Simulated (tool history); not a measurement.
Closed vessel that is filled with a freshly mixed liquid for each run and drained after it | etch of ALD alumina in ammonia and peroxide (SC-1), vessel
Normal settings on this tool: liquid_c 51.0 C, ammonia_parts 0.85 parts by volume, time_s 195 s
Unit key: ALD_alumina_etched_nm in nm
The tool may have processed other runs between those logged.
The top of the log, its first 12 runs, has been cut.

run	hour	liquid_c	ammonia_parts	time_s	wafers since the last listed run	hours since the thermometer was replaced	hours since the ammonia flow meter was replaced	hours since the drum of ammonia solution was connected	hours since the gauge calibration	read-back film thickness of the ALD alumina reference wafer, read on the same gauge (nm)	ALD_alumina_etched_nm
# hour 534.8: thermometer replaced
13	559.5	51.0	0.85	195	5163	24.7	790.6	300.2	1234.1	39.99	8.54
14	615.4	51.0	0.70	195	4842	80.6	846.5	356.1	1290.0	39.99	8.37
15	679.1	51.0	0.85	195	5518	144.3	910.2	419.8	1353.7	39.96	8.36
# hour 699.3: new drum of ammonia solution connected
16	739.8	54.5	1.00	270	5172	205.0	970.9	40.5	1414.4	40.01	14.34
17	777.8	51.0	0.85	195	3292	243.0	1008.9	78.5	1452.4	40.00	8.39
18	840.6	61.0	0.70	195	5440	305.8	1071.7	141.3	1515.2	40.04	14.07
19	884.2	43.0	0.85	195	3777	349.4	1115.3	184.9	1558.8	40.01	5.42
# hour 886.6: ammonia flow meter replaced
20	914.1	51.0	0.75	195	2503	379.3	27.5	214.8	1588.7	39.97	8.41
21	958.6	51.0	0.85	280	3855	423.8	72.0	259.3	1633.2	40.02	12.24
# hour 988.0: gauge calibrated
22	998.8	51.0	0.65	195	3482	464.0	112.2	299.5	10.8	39.99	8.38
23	1043.4	48.5	0.85	195	3863	508.6	156.8	344.1	55.4	39.99	7.32
24	1105.3	60.0	1.05	100	5362	570.5	218.7	406.0	117.3	40.02	7.24
25	1160.8	55.0	0.45	255	4808	626.0	274.2	461.5	172.8	40.02	13.05
26	1198.9	51.0	0.85	195	3300	664.1	312.3	499.6	210.9	39.98	8.66
# hour 1204.9: new drum of ammonia solution connected
27	1243.1	51.0	1.00	255	3742	708.3	356.5	38.2	255.1	40.00	11.26
28	1268.9	51.0	1.05	195	2235	734.1	382.3	64.0	280.9	39.98	8.78
29	1295.5	57.5	0.85	130	2304	760.7	408.9	90.6	307.5	40.02	8.19
30	1326.5	41.0	1.00	280	2685	791.7	439.9	121.6	338.5	39.99	7.15

Here are 3 independent what-if runs from the current tool condition. What would each one return?
A	1327.2	51.0	1.20	195	60	792.4	440.6	122.3	339.2	?	?
B	1327.2	59.0	1.05	155	60	792.4	440.6	122.3	339.2	?	?
C	1327.2	45.0	0.75	305	60	792.4	440.6	122.3	339.2	?	?

run	read-back film thickness of the ALD alumina reference wafer, read on the same gauge (nm)	ALD_alumina_etched_nm
A	39.97	8.93
B	39.97	10.70
C	39.97	9.58
The same runs, with their run-to-run variation unchanged, on a tool lacking any hidden condition would have given:
run	ALD_alumina_etched_nm
A	8.63
B	10.36
C	9.24

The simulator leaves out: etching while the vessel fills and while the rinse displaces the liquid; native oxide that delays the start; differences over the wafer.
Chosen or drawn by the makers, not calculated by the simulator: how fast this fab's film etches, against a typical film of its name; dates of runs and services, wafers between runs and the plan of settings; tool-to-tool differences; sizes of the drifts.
